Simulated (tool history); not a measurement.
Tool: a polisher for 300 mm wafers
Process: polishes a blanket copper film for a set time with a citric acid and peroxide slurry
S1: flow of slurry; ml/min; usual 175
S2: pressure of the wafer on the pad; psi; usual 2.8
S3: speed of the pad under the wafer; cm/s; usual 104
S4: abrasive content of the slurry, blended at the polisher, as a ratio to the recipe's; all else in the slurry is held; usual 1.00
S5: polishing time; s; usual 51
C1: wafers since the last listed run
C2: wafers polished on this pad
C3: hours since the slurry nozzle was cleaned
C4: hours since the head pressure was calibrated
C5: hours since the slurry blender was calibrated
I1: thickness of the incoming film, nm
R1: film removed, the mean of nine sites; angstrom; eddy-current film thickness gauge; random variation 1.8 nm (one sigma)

run	hour	S1	S2	S3	S4	S5	C1	C2	C3	C4	C5	I1	R1
1	0.0	175	2.8	104	1.00	51	0	5	241.3	1117.9	347.2	557.4	1272
2	32.9	175	2.8	104	1.00	51	418	423	274.2	1150.8	380.1	551.1	1309
3	47.0	175	2.8	104	1.00	51	179	603	288.3	1164.9	394.2	549.7	1299
4	81.4	175	2.8	96	1.00	51	437	1040	322.7	1199.3	428.6	553.0	1214
# hour 90.2: worn pad replaced by a new one
5	107.2	175	2.8	96	1.00	51	277	216	348.5	1225.1	454.4	553.6	1215
6	126.0	175	2.8	96	1.00	51	239	455	367.3	1243.9	473.2	549.4	1199
# hour 146.7: slurry blender recalibrated
7	150.5	175	2.8	104	1.00	51	286	741	391.8	1268.4	3.8	560.6	1304
8	175.5	175	2.8	104	1.00	51	317	1059	416.8	1293.4	28.8	543.6	1283
# hour 190.1: worn pad replaced by a new one
9	202.2	175	2.8	104	0.80	62	288	153	443.5	1320.1	55.5	555.3	1480

The next listed run, before its measurement:
# hour 226.2: slurry nozzle cleaned
10	229.8	175	2.8	122	0.75	51	338	492	3.6	1347.7	83.1	546.6	?

Run 10 gave R1 1403 angstrom.
Without the tool's hidden state the same run would have given R1 1403 angstrom.

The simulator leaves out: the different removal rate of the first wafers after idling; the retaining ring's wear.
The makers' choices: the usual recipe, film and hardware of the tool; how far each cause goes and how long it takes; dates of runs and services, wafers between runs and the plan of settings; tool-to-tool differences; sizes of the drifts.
